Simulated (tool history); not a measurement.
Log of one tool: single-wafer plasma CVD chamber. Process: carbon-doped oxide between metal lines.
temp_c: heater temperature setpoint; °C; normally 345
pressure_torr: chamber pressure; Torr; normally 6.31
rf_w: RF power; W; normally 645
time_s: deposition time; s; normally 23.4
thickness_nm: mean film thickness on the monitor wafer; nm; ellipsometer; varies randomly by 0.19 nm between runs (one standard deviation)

| run | hour | temp_c | pressure_torr | rf_w | time_s | wafers since the last listed run | hours since the last thermocouple change | hours since the last RF generator calibration | hours since the last manometer calibration | hours since the showerhead was replaced | hours since the gauge calibration | read-back reference wafer on the same gauge, thickness_nm | thickness_nm |
|---|---|---|---|---|---|---|---|---|---|---|---|---|---|
| 1 | 0.0 | 345 | 6.31 | 645 | 23.4 | 0 | 2075.2 | 1851.6 | 1655.9 | 3609.5 | 110.9 | 131.018 | 120.040 |
| 2 | 9.6 | 354 | 6.31 | 645 | 23.4 | 210 | 2084.8 | 1861.2 | 1665.5 | 3619.1 | 120.5 | 131.101 | 116.177 |
| 3 | 24.3 | 345 | 6.31 | 645 | 23.4 | 322 | 2099.5 | 1875.9 | 1680.2 | 3633.8 | 135.2 | 131.105 | 119.604 |
| 4 | 49.5 | 345 | 6.31 | 645 | 23.4 | 552 | 2124.7 | 1901.1 | 1705.4 | 3659.0 | 160.4 | 130.969 | 119.795 |
| 5 | 64.2 | 345 | 6.31 | 645 | 23.4 | 322 | 2139.4 | 1915.8 | 1720.1 | 3673.7 | 175.1 | 131.032 | 119.723 |
|  | 113.3 | capacitance manometer re-zeroed and calibrated |
| 6 | 113.8 | 345 | 6.31 | 645 | 23.4 | 911 | 2189.0 | 1965.4 | 0.5 | 3723.3 | 224.7 | 131.015 | 119.686 |
| 7 | 114.1 | 345 | 6.31 | 645 | 23.4 | 6 | 2189.3 | 1965.7 | 0.8 | 3723.6 | 225.0 | 130.971 | 119.811 |
|  | 133.2 | thermocouple changed; heater temperature recalibrated |
| 8 | 133.7 | 345 | 6.31 | 645 | 26.2 | 254 | 0.5 | 1985.3 | 20.4 | 3743.2 | 244.6 | 131.042 | 133.920 |
| 9 | 138.6 | 345 | 6.31 | 645 | 26.2 | 107 | 5.4 | 1990.2 | 25.3 | 3748.1 | 249.5 | 131.002 | 134.010 |
| 10 | 155.7 | 345 | 6.31 | 645 | 23.4 | 374 | 22.5 | 2007.3 | 42.4 | 3765.2 | 266.6 | 130.966 | 119.517 |
| 11 | 169.9 | 345 | 6.31 | 645 | 23.4 | 311 | 36.7 | 2021.5 | 56.6 | 3779.4 | 280.8 | 130.972 | 119.648 |
|  | 180.4 | gauge calibrated |
|  | 182.9 | RF generator calibrated |
| 12 | 183.4 | 340 | 6.31 | 645 | 23.4 | 120 | 50.2 | 0.5 | 70.1 | 3792.9 | 3.0 | 131.044 | 126.002 |
| 13 | 192.3 | 345 | 6.31 | 645 | 23.4 | 195 | 59.1 | 9.4 | 79.0 | 3801.8 | 11.9 | 131.005 | 123.998 |
| 14 | 201.6 | 349 | 6.31 | 645 | 23.4 | 203 | 68.4 | 18.7 | 88.3 | 3811.1 | 21.2 | 130.979 | 122.521 |
| 15 | 209.1 | 345 | 6.31 | 645 | 23.4 | 164 | 75.9 | 26.2 | 95.8 | 3818.6 | 28.7 | 130.969 | 123.744 |
| 16 | 215.3 | 338 | 7.71 | 585 | 18.9 | 135 | 82.1 | 32.4 | 102.0 | 3824.8 | 34.9 | 131.005 | 98.193 |
| 17 | 229.9 | 345 | 5.63 | 645 | 23.4 | 319 | 96.7 | 47.0 | 116.6 | 3839.4 | 49.5 | 130.983 | 122.248 |
| 18 | 245.5 | 352 | 4.95 | 645 | 23.4 | 341 | 112.3 | 62.6 | 132.2 | 3855.0 | 65.1 | 130.922 | 116.404 |
| 19 | 256.3 | 345 | 6.31 | 645 | 23.4 | 236 | 123.1 | 73.4 | 143.0 | 3865.8 | 75.9 | 131.033 | 123.320 |
|  | 265.1 | showerhead replaced |
| 20 | 265.6 | 338 | 6.31 | 590 | 27.8 | 28 | 132.4 | 82.7 | 152.3 | 0.5 | 85.2 | 131.058 | 141.708 |
| 21 | 275.6 | 332 | 5.90 | 645 | 21.3 | 219 | 142.4 | 92.7 | 162.3 | 10.5 | 95.2 | 131.036 | 116.636 |
| 22 | 286.9 | 345 | 6.31 | 545 | 25.5 | 247 | 153.7 | 104.0 | 173.6 | 21.8 | 106.5 | 131.045 | 120.724 |
| 23 | 298.4 | 350 | 6.31 | 690 | 23.4 | 251 | 165.2 | 115.5 | 185.1 | 33.3 | 118.0 | 130.925 | 126.221 |
| 24 | 345.4 | 345 | 5.82 | 645 | 23.4 | 1029 | 212.2 | 162.5 | 232.1 | 80.3 | 165.0 | 130.948 | 121.836 |
| 25 | 357.9 | 345 | 7.28 | 580 | 27.2 | 273 | 224.7 | 175.0 | 244.6 | 92.8 | 177.5 | 130.986 | 135.178 |
| 26 | 368.3 | 345 | 7.04 | 765 | 26.2 | 227 | 235.1 | 185.4 | 255.0 | 103.2 | 187.9 | 130.993 | 153.603 |
| 27 | 377.0 | 345 | 6.31 | 735 | 26.3 | 190 | 243.8 | 194.1 | 263.7 | 111.9 | 196.6 | 130.910 | 148.812 |
| 28 | 387.3 | 345 | 6.31 | 760 | 23.4 | 225 | 254.1 | 204.4 | 274.0 | 122.2 | 206.9 | 130.899 | 135.882 |

Here are 5 independent what-if runs from the current tool condition. What would each one return?
| A | 387.7 | 345 | 7.28 | 645 | 23.4 | 8 | 254.5 | 204.8 | 274.4 | 122.6 | 207.3 | ? | ? |
| B | 387.7 | 345 | 7.65 | 730 | 23.4 | 8 | 254.5 | 204.8 | 274.4 | 122.6 | 207.3 | ? | ? |
| C | 387.7 | 338 | 6.31 | 530 | 23.4 | 8 | 254.5 | 204.8 | 274.4 | 122.6 | 207.3 | ? | ? |
| D | 387.7 | 338 | 6.31 | 645 | 23.4 | 8 | 254.5 | 204.8 | 274.4 | 122.6 | 207.3 | ? | ? |
| E | 387.7 | 334 | 7.28 | 775 | 23.4 | 8 | 254.5 | 204.8 | 274.4 | 122.6 | 207.3 | ? | ? |

| run | read-back reference wafer on the same gauge, thickness_nm | thickness_nm |
|---|---|---|
| A | 131.013 | 124.257 |
| B | 131.013 | 134.627 |
| C | 131.013 | 111.068 |
| D | 131.013 | 125.849 |
| E | 131.013 | 144.810 |
What these runs would have given with no unlogged condition in the tool:
| run | thickness_nm |
|---|---|
| A | 125.750 |
| B | 136.211 |
| C | 112.440 |
| D | 127.362 |
| E | 146.514 |

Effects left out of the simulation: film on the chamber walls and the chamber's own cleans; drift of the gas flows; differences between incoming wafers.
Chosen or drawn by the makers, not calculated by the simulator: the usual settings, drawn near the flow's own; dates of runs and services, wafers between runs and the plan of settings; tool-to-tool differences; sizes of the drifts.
